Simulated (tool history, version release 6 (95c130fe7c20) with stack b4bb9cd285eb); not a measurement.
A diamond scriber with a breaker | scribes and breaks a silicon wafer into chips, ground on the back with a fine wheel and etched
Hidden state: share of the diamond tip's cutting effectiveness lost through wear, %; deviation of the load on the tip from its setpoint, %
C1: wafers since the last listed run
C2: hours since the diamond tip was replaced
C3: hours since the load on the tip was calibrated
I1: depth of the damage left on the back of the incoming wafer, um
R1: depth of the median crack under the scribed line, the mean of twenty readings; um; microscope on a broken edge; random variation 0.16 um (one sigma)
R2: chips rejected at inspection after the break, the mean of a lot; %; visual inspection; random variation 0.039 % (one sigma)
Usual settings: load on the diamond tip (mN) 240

run 1 hour=0.0 | load_on_the_diamond_tip_(mN)=240 | C1=0 C2=421.2 C3=1365.0 | I1=0.58 | R1=10.55 R2=0.70
run 2 hour=99.8 | load_on_the_diamond_tip_(mN)=206 | C1=143 C2=521.0 C3=1464.8 | I1=0.79 | R1=9.10 R2=2.78
run 3 hour=197.6 | load_on_the_diamond_tip_(mN)=240 | C1=140 C2=618.8 C3=1562.6 | I1=0.44 | R1=10.36 R2=0.79
-- hour=256.1 load on the tip recalibrated
run 4 hour=257.3 | load_on_the_diamond_tip_(mN)=240 | C1=83 C2=678.5 C3=1.2 | I1=0.51 | R1=10.16 R2=0.81
-- hour=268.8 diamond tip replaced by a new one
run 5 hour=357.6 | load_on_the_diamond_tip_(mN)=240 | C1=141 C2=88.8 C3=101.5 | I1=0.75 | R1=10.20 R2=0.78
run 6 hour=406.9 | load_on_the_diamond_tip_(mN)=217 | C1=70 C2=138.1 C3=150.8 | I1=0.58 | R1=9.70 R2=1.49
run 7 hour=493.3 | load_on_the_diamond_tip_(mN)=217 | C1=124 C2=224.5 C3=237.2 | I1=0.35 | R1=9.45 R2=1.66
run 8 hour=590.6 | load_on_the_diamond_tip_(mN)=217 | C1=140 C2=321.8 C3=334.5 | I1=0.59 | R1=9.45 R2=1.64
run 9 hour=651.3 | load_on_the_diamond_tip_(mN)=186 | C1=87 C2=382.5 C3=395.2 | I1=0.41 | R1=8.75 R2=5.29
run 10 hour=700.6 | load_on_the_diamond_tip_(mN)=186 | C1=70 C2=431.8 C3=444.5 | I1=0.72 | R1=8.91 R2=5.80
run 11 hour=754.6 | load_on_the_diamond_tip_(mN)=186 | C1=77 C2=485.8 C3=498.5 | I1=0.49 | R1=8.74 R2=5.70
run 12 hour=807.7 | load_on_the_diamond_tip_(mN)=196 | C1=76 C2=538.9 C3=551.6 | I1=0.78 | R1=9.19 R2=3.76
run 13 hour=883.4 | load_on_the_diamond_tip_(mN)=196 | C1=108 C2=614.6 C3=627.3 | I1=0.80 | R1=8.90 R2=3.87
-- hour=955.9 diamond tip replaced by a new one
run 14 hour=1052.2 | load_on_the_diamond_tip_(mN)=187 | C1=240 C2=96.3 C3=796.1 | I1=0.74 | R1=8.58 R2=5.67
run 15 hour=1142.9 | load_on_the_diamond_tip_(mN)=187 | C1=130 C2=187.0 C3=886.8 | I1=0.77 | R1=8.80 R2=5.75
run 16 hour=1226.3 | load_on_the_diamond_tip_(mN)=240 | C1=120 C2=270.4 C3=970.2 | I1=0.30 | R1=10.38 R2=0.76
run 17 hour=1264.7 | load_on_the_diamond_tip_(mN)=240 | C1=55 C2=308.8 C3=1008.6 | I1=0.63 | R1=10.37 R2=0.77
run 18 hour=1357.8 | load_on_the_diamond_tip_(mN)=240 | C1=134 C2=401.9 C3=1101.7 | I1=0.63 | R1=10.41 R2=0.77
run 19 hour=1411.2 | load_on_the_diamond_tip_(mN)=211 | C1=76 C2=455.3 C3=1155.1 | I1=0.68 | R1=9.54 R2=2.08
run 20 hour=1514.0 | load_on_the_diamond_tip_(mN)=266 | C1=147 C2=558.1 C3=1257.9 | I1=0.66 | R1=10.89 R2=1.68
run 21 hour=1573.2 | load_on_the_diamond_tip_(mN)=170 | C1=85 C2=617.3 C3=1317.1 | I1=0.41 | R1=8.14 R2=9.93
run 22 hour=1634.8 | load_on_the_diamond_tip_(mN)=274 | C1=88 C2=678.9 C3=1378.7 | I1=0.72 | R1=11.32 R2=2.22
run 23 hour=1691.8 | load_on_the_diamond_tip_(mN)=207 | C1=82 C2=735.9 C3=1435.7 | I1=0.75 | R1=9.38 R2=2.65
-- hour=1712.3 diamond tip replaced by a new one
-- hour=1714.0 load on the tip recalibrated
run 24 hour=1796.9 | load_on_the_diamond_tip_(mN)=308 | C1=146 C2=84.6 C3=82.9 | I1=0.32 | R1=12.02 R2=4.95
run 25 hour=1860.5 | load_on_the_diamond_tip_(mN)=286 | C1=91 C2=148.2 C3=146.5 | I1=0.59 | R1=11.35 R2=3.32
run 26 hour=1952.0 | load_on_the_diamond_tip_(mN)=272 | C1=131 C2=239.7 C3=238.0 | I1=0.67 | R1=11.13 R2=1.93
run 27 hour=2033.4 | load_on_the_diamond_tip_(mN)=260 | C1=117 C2=321.1 C3=319.4 | I1=0.58 | R1=10.83 R2=1.27
run 28 hour=2076.9 | load_on_the_diamond_tip_(mN)=240 | C1=62 C2=364.6 C3=362.9 | I1=0.31 | R1=10.00 R2=0.72
run 29 hour=2131.7 | load_on_the_diamond_tip_(mN)=193 | C1=78 C2=419.4 C3=417.7 | I1=0.51 | R1=8.98 R2=4.48
run 30 hour=2184.4 | load_on_the_diamond_tip_(mN)=213 | C1=75 C2=472.1 C3=470.4 | I1=0.68 | R1=9.43 R2=1.86
run 31 hour=2234.5 | load_on_the_diamond_tip_(mN)=191 | C1=72 C2=522.2 C3=520.5 | I1=0.37 | R1=8.66 R2=4.89
run 32 hour=2316.4 | load_on_the_diamond_tip_(mN)=196 | C1=117 C2=604.1 C3=602.4 | I1=0.77 | R1=9.17 R2=4.01
run 33 hour=2405.2 | load_on_the_diamond_tip_(mN)=240 | C1=127 C2=692.9 C3=691.2 | I1=0.32 | R1=10.22 R2=0.77
-- hour=2434.4 diamond tip replaced by a new one
run 34 hour=2475.6 | load_on_the_diamond_tip_(mN)=307 | C1=98 C2=41.2 C3=761.6 | I1=0.52 | R1=11.83 R2=5.25
run 35 hour=2543.5 | load_on_the_diamond_tip_(mN)=212 | C1=97 C2=109.1 C3=829.5 | I1=0.31 | R1=9.67 R2=1.88
run 36 hour=2611.0 | load_on_the_diamond_tip_(mN)=267 | C1=97 C2=176.6 C3=897.0 | I1=0.66 | R1=10.94 R2=1.74
run 37 hour=2709.7 | load_on_the_diamond_tip_(mN)=203 | C1=142 C2=275.3 C3=995.7 | I1=0.72 | R1=9.22 R2=3.03
run 38 hour=2773.9 | load_on_the_diamond_tip_(mN)=240 | C1=92 C2=339.5 C3=1059.9 | I1=0.43 | R1=10.40 R2=0.73
run 39 hour=2880.9 | load_on_the_diamond_tip_(mN)=304 | C1=154 C2=446.5 C3=1166.9 | I1=0.46 | R1=12.06 R2=5.51
run 40 hour=2953.9 | load_on_the_diamond_tip_(mN)=240 | C1=105 C2=519.5 C3=1239.9 | I1=0.61 | R1=10.50 R2=0.69
run 41 hour=3025.1 | load_on_the_diamond_tip_(mN)=271 | C1=102 C2=590.7 C3=1311.1 | I1=0.72 | R1=11.11 R2=1.88
run 42 hour=3064.0 | load_on_the_diamond_tip_(mN)=268 | C1=55 C2=629.6 C3=1350.0 | I1=0.74 | R1=10.88 R2=1.59

The tool's hidden state at each run:
share of the diamond tip's cutting effectiveness lost through wear, %: 0 in every run
deviation of the load on the tip from its setpoint, %: 0 in every run

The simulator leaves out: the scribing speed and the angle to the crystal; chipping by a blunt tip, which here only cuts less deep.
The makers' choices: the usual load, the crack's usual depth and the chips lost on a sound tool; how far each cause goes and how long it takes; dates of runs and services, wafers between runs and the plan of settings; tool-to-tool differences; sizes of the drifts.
